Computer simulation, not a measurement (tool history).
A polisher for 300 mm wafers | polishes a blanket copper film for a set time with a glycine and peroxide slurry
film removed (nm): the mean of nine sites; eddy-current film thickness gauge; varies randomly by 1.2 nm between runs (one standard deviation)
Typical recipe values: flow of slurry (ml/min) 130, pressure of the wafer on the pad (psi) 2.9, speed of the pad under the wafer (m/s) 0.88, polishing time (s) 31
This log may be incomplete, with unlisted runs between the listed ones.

run	hour	flow of slurry (ml/min)	pressure of the wafer on the pad (psi)	speed of the pad under the wafer (m/s)	polishing time (s)	incoming thickness of the incoming film, nm	film removed (nm)
1	0.0	130	2.9	0.88	31	1708.0	139.3
2	15.6	130	2.9	0.88	31	1667.6	137.2
3	42.0	130	2.9	0.88	31	1687.8	137.2
4	63.1	130	2.9	0.88	31	1671.8	138.2
# hour 76.9: worn pad replaced by a new one
5	150.4	130	2.9	0.88	31	1671.1	135.4
# hour 176.9: worn pad replaced by a new one
6	180.3	130	2.3	0.88	31	1686.4	117.5
7	192.8	130	2.3	0.88	31	1691.5	116.6
8	220.4	130	2.3	0.88	31	1711.9	114.5
9	244.8	155	2.9	0.88	31	1706.1	139.4
# hour 251.7: slurry nozzle cleaned
10	263.9	130	2.9	0.88	31	1708.4	135.2
# hour 282.0: worn pad replaced by a new one
11	291.8	130	2.6	0.78	31	1696.5	116.7
12	315.2	130	2.4	0.88	39	1657.7	146.3
13	340.4	130	2.6	1.06	31	1687.4	143.3
# hour 362.9: head pressure recalibrated
14	370.7	165	2.9	0.88	31	1705.7	155.2
# hour 390.1: worn pad replaced by a new one
15	404.9	130	2.9	0.72	31	1684.3	130.3
16	435.5	130	2.9	0.70	31	1698.5	124.9
17	458.2	130	2.9	0.88	31	1658.8	146.8
18	480.2	115	2.4	0.68	31	1699.7	102.0
19	505.3	130	3.4	0.88	31	1665.9	166.6
# hour 512.0: worn pad replaced by a new one
20	526.3	115	2.4	0.68	31	1705.8	103.4
21	554.6	170	3.7	1.14	34	1656.3	255.6

Branching from run 21: 5 alternative next runs. What would each branch give?
A	555.0	100	2.9	0.88	31	1675.6	?
B	555.0	130	2.1	0.88	38	1675.6	?
C	555.0	165	3.3	0.72	20	1675.6	?
D	555.0	160	2.9	0.80	35	1675.6	?
E	555.0	130	3.5	0.88	25	1675.6	?

run	film removed (nm)
A	137.9
B	138.0
C	91.5
D	156.4
E	136.1
Without the tool's hidden state the same runs would have given:
run	film removed (nm)
A	147.1
B	146.8
C	97.5
D	166.7
E	145.3
